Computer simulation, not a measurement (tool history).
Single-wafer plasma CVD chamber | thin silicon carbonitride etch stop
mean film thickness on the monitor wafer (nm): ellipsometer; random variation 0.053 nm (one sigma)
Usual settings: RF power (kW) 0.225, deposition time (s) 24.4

run,day,RF power (kW),deposition time (s),wafers since the last listed run,hours since the last thermocouple change,hours since the last RF generator calibration,hours since the showerhead was replaced,hours since the gauge calibration,"read-back reference wafer on the same gauge, thickness_nm",mean film thickness on the monitor wafer (nm)
1,0.000,0.225,24.4,0,835.5,602.0,6242.2,845.0,13.690,15.014
2,1.379,0.225,24.4,575,868.6,635.1,6275.3,878.1,13.728,15.016
3,2.567,0.225,24.4,495,897.1,663.6,6303.8,906.6,13.697,14.964
4,4.275,0.225,24.4,712,938.1,704.6,6344.8,947.6,13.699,14.979
5,6.546,0.225,24.4,947,992.6,759.1,6399.3,1002.1,13.714,14.963
6,9.233,0.225,24.4,1120,1057.1,823.6,6463.8,1066.6,13.715,14.918
7,11.738,0.225,24.4,1044,1117.2,883.7,6523.9,1126.7,13.705,14.900
8,13.042,0.225,24.4,543,1148.5,915.0,6555.2,1158.0,13.696,14.884
9,15.162,0.240,26.4,884,1199.4,965.9,6606.1,1208.9,13.693,16.398
10,17.638,0.225,24.4,1032,1258.8,1025.3,6665.5,1268.3,13.682,14.959
11,18.842,0.225,24.4,502,1287.7,1054.2,6694.4,1297.2,13.716,14.887
12,20.575,0.225,24.4,722,1329.3,1095.8,6736.0,1338.8,13.696,15.014
13,23.204,0.225,20.6,1096,1392.4,1158.9,6799.1,1401.9,13.695,12.533
14,25.621,0.225,20.6,1007,1450.4,1216.9,6857.1,1459.9,13.688,12.509
15,31.617,0.225,20.6,2500,1594.3,1360.8,7001.0,1603.8,13.695,12.522
16,34.425,0.225,26.5,1171,1661.7,1428.2,7068.4,1671.2,13.695,16.051
# day 34.458: gauge calibrated
# day 34.804: thermocouple changed; heater temperature recalibrated
17,36.575,0.260,19.9,757,42.5,1479.8,7120.0,50.8,13.692,12.426
18,38.800,0.225,24.4,928,95.9,1533.2,7173.4,104.2,13.693,14.662
# day 40.554: showerhead replaced
19,41.000,0.225,24.4,778,148.7,1586.0,10.7,157.0,13.676,14.772
20,42.325,0.255,24.4,552,180.5,1617.8,42.5,188.8,13.686,15.115
21,43.621,0.265,26.2,540,211.6,1648.9,73.6,219.9,13.718,16.284
# day 45.554: RF generator calibrated
22,45.575,0.185,20.1,676,258.5,0.5,120.5,266.8,13.696,11.948
23,46.862,0.265,22.4,536,289.4,31.4,151.4,297.7,13.698,14.363
24,49.538,0.225,26.3,1115,353.6,95.6,215.6,361.9,13.703,16.307
25,51.200,0.195,21.6,693,393.5,135.5,255.5,401.8,13.692,12.848
26,54.058,0.225,26.3,1192,462.1,204.1,324.1,470.4,13.698,16.121
27,55.558,0.185,26.6,625,498.1,240.1,360.1,506.4,13.690,15.717
28,56.612,0.210,24.4,439,523.4,265.4,385.4,531.7,13.715,14.837
29,59.358,0.225,24.4,1145,589.3,331.3,451.3,597.6,13.707,14.916
30,60.750,0.195,21.5,580,622.7,364.7,484.7,631.0,13.710,12.820
31,63.071,0.225,24.4,967,678.4,420.4,540.4,686.7,13.687,14.916
32,65.800,0.225,24.4,1138,743.9,485.9,605.9,752.2,13.711,14.900
33,67.033,0.225,24.4,514,773.5,515.5,635.5,781.8,13.705,14.958

5 ways to go on from here, each from the tool as it stands after run 33. What would each give?
A,67.050,0.225,24.4,6,773.9,515.9,635.9,782.2,?,?
B,67.050,0.265,24.4,6,773.9,515.9,635.9,782.2,?,?
C,67.050,0.180,29.3,6,773.9,515.9,635.9,782.2,?,?
D,67.050,0.225,21.3,6,773.9,515.9,635.9,782.2,?,?
E,67.050,0.205,22.4,6,773.9,515.9,635.9,782.2,?,?

run,"read-back reference wafer on the same gauge, thickness_nm",mean film thickness on the monitor wafer (nm)
A,13.701,14.998
B,13.701,15.548
C,13.701,17.192
D,13.701,13.092
E,13.701,13.499
Without the tool's hidden state the same runs would have given:
run,mean film thickness on the monitor wafer (nm)
A,15.057
B,15.609
C,17.260
D,13.144
E,13.552
